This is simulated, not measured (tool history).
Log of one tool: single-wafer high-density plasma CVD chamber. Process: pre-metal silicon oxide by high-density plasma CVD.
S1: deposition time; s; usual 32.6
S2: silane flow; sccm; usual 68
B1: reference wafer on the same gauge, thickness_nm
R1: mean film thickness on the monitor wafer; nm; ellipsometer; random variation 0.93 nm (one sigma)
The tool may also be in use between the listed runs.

run	hour	S1	S2	B1	R1
1	0	32.6	68	269.069	229.091
2	58.2	32.6	68	269.465	229.004
3	113.6	32.6	68	268.799	227.652
4	174.1	32.6	68	268.925	228.972
5	291.8	30.4	68	268.575	214.027
6	351.6	30.4	68	269.072	215.838
7	392.1	30.4	68	268.781	213.968
8	429	32.6	68	268.686	228.856
9	499.6	32.6	68	268.821	230.621
# hour 508.4: silane flow controller replaced
10	546	36	56	269.061	224.155
11	585.5	26.1	68	269.191	196.294
12	777.9	29.9	72	269.186	236.67
# hour 788.6: gauge calibrated
13	809.6	32.6	68	268.845	243.865
14	881.5	37	68	269.102	275.378
15	933.9	32.6	68	269.175	240.974
16	976	35.8	57	269.348	221.936
17	1012	36.8	68	269.006	272.666
18	1037.7	29.9	63	269.087	205.417

5 ways to go on from here, each from the tool as it stands after run 18. What would each give?
A	1038.1	32.6	80	?	?
B	1038.1	39	81	?	?
C	1038.1	36.4	59	?	?
D	1038.1	36.3	63	?	?
E	1038.1	36.8	81	?	?

run	B1	R1
A	268.944	283.28
B	268.944	343.129
C	268.944	233.271
D	268.944	248.402
E	268.944	323.773
Without the tool's hidden state the same runs would have given:
run	R1
A	290.667
B	352.077
C	239.354
D	254.88
E	332.216
